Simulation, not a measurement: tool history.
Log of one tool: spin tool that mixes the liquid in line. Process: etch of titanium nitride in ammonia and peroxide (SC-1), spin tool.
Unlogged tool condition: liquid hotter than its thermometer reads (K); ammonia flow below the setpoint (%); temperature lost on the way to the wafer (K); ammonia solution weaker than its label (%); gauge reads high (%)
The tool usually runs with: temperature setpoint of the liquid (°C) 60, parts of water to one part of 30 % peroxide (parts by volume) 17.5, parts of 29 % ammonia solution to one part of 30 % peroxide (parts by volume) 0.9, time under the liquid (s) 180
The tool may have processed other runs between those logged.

| run | hour | temperature setpoint of the liquid (°C) | parts of water to one part of 30 % peroxide (parts by volume) | parts of 29 % ammonia solution to one part of 30 % peroxide (parts by volume) | time under the liquid (s) | wafers since the last listed run | hours since the thermometer was replaced | hours since the ammonia flow meter was replaced | hours since the heated supply line was repaired | hours since the drum of ammonia solution was connected | hours since the gauge calibration | read-back film thickness of the titanium nitride reference wafer, read on the same gauge (nm) | thickness taken off the titanium nitride on a monitor wafer (angstrom) |
|---|---|---|---|---|---|---|---|---|---|---|---|---|---|
| 1 | 0 | 60 | 17.5 | 0.9 | 180 | 0 | 202.1 | 1454.2 | 19.2 | 725.4 | 2036.6 | 149.99 | 121.9 |
|  | 37.4 | new drum of ammonia solution connected |
| 2 | 225.5 | 60 | 22.5 | 0.6 | 180 | 2102 | 427.6 | 1679.7 | 244.7 | 188.1 | 2262.1 | 149.98 | 100.2 |
| 3 | 310.9 | 60 | 22.5 | 0.6 | 180 | 799 | 513 | 1765.1 | 330.1 | 273.5 | 2347.5 | 150 | 101.7 |
| 4 | 411.1 | 60 | 17.5 | 0.9 | 180 | 938 | 613.2 | 1865.3 | 430.3 | 373.7 | 2447.7 | 149.99 | 126.1 |
| 5 | 511.6 | 60 | 17.5 | 0.9 | 180 | 941 | 713.7 | 1965.8 | 530.8 | 474.2 | 2548.2 | 150.02 | 128.4 |
| 6 | 570.6 | 52 | 17.5 | 0.9 | 180 | 552 | 772.7 | 2024.8 | 589.8 | 533.2 | 2607.2 | 149.98 | 75 |
| 7 | 633.3 | 60 | 17.5 | 0.9 | 180 | 587 | 835.4 | 2087.5 | 652.5 | 595.9 | 2669.9 | 150.01 | 130.6 |
|  | 690.1 | thermometer replaced |
| 8 | 690.7 | 65.5 | 10 | 1.1 | 265 | 528 | 0.6 | 2144.9 | 709.9 | 653.3 | 2727.3 | 150.07 | 345.4 |
|  | 763.1 | new drum of ammonia solution connected |
| 9 | 772 | 60 | 17.5 | 0.55 | 230 | 752 | 81.9 | 2226.2 | 791.2 | 8.9 | 2808.6 | 149.99 | 141.4 |
| 10 | 865.4 | 50 | 17.5 | 0.9 | 180 | 874 | 175.3 | 2319.6 | 884.6 | 102.3 | 2902 | 150.01 | 60.8 |
| 11 | 969.9 | 60 | 17.5 | 0.9 | 180 | 978 | 279.8 | 2424.1 | 989.1 | 206.8 | 3006.5 | 150 | 123 |
|  | 987.7 | gauge calibrated |
| 12 | 1052.3 | 60 | 17.5 | 0.65 | 180 | 771 | 362.2 | 2506.5 | 1071.5 | 289.2 | 64.6 | 149.97 | 115.3 |
| 13 | 1117.9 | 60 | 21.5 | 0.9 | 90 | 614 | 427.8 | 2572.1 | 1137.1 | 354.8 | 130.2 | 149.95 | 55.2 |
|  | 1133.2 | ammonia flow meter replaced |
| 14 | 1221.4 | 57 | 17.5 | 0.9 | 180 | 960 | 531.3 | 88.2 | 1240.6 | 458.3 | 233.7 | 150.01 | 101 |
| 15 | 1269.9 | 67 | 17.5 | 0.9 | 180 | 454 | 579.8 | 136.7 | 1289.1 | 506.8 | 282.2 | 150.02 | 194.6 |
| 16 | 1308.5 | 69 | 13.5 | 0.55 | 250 | 361 | 618.4 | 175.3 | 1327.7 | 545.4 | 320.8 | 150.01 | 326.2 |
| 17 | 1353.5 | 60 | 17.5 | 0.9 | 130 | 421 | 663.4 | 220.3 | 1372.7 | 590.4 | 365.8 | 150.01 | 92.7 |
|  | 1428.9 | new drum of ammonia solution connected |
| 18 | 1552.2 | 60 | 17.5 | 0.9 | 180 | 1851 | 862.1 | 419 | 1571.4 | 123.3 | 564.5 | 149.98 | 128.8 |
| 19 | 1630.2 | 63.5 | 17.5 | 0.75 | 180 | 730 | 940.1 | 497 | 1649.4 | 201.3 | 642.5 | 150.01 | 154.3 |
|  | 1645.4 | thermometer replaced |
| 20 | 1674.8 | 60 | 17.5 | 0.9 | 180 | 408 | 29.4 | 541.6 | 1694 | 245.9 | 687.1 | 150.02 | 121.7 |
| 21 | 1720 | 60 | 17.5 | 0.7 | 180 | 423 | 74.6 | 586.8 | 1739.2 | 291.1 | 732.3 | 150 | 113.7 |
| 22 | 1804.7 | 60 | 17.5 | 0.9 | 180 | 793 | 159.3 | 671.5 | 1823.9 | 375.8 | 817 | 149.95 | 122.2 |
| 23 | 1890.7 | 60 | 25 | 0.7 | 180 | 805 | 245.3 | 757.5 | 1909.9 | 461.8 | 903 | 150.01 | 97.2 |
| 24 | 1979 | 60 | 17.5 | 0.9 | 180 | 827 | 333.6 | 845.8 | 1998.2 | 550.1 | 991.3 | 149.96 | 122.1 |
| 25 | 2019.4 | 54.5 | 17.5 | 0.9 | 275 | 378 | 374 | 886.2 | 2038.6 | 590.5 | 1031.7 | 150 | 131.6 |

Forecast each of these 3 alternatives for the next run:
| A | 2019.9 | 60 | 12 | 0.9 | 180 | 4 | 374.5 | 886.7 | 2039.1 | 591 | 1032.2 | ? | ? |
| B | 2019.9 | 55.5 | 17.5 | 0.9 | 110 | 4 | 374.5 | 886.7 | 2039.1 | 591 | 1032.2 | ? | ? |
| C | 2019.9 | 68.5 | 11.5 | 0.55 | 180 | 4 | 374.5 | 886.7 | 2039.1 | 591 | 1032.2 | ? | ? |

| run | read-back film thickness of the titanium nitride reference wafer, read on the same gauge (nm) | thickness taken off the titanium nitride on a monitor wafer (angstrom) |
|---|---|---|
| A | 149.97 | 152.2 |
| B | 149.97 | 56.5 |
| C | 149.97 | 246.3 |
Take away the tool's hidden state, keep each run's random variation, and the runs would have read:
| run | thickness taken off the titanium nitride on a monitor wafer (angstrom) |
|---|---|
| A | 147.2 |
| B | 54.6 |
| C | 238.6 |
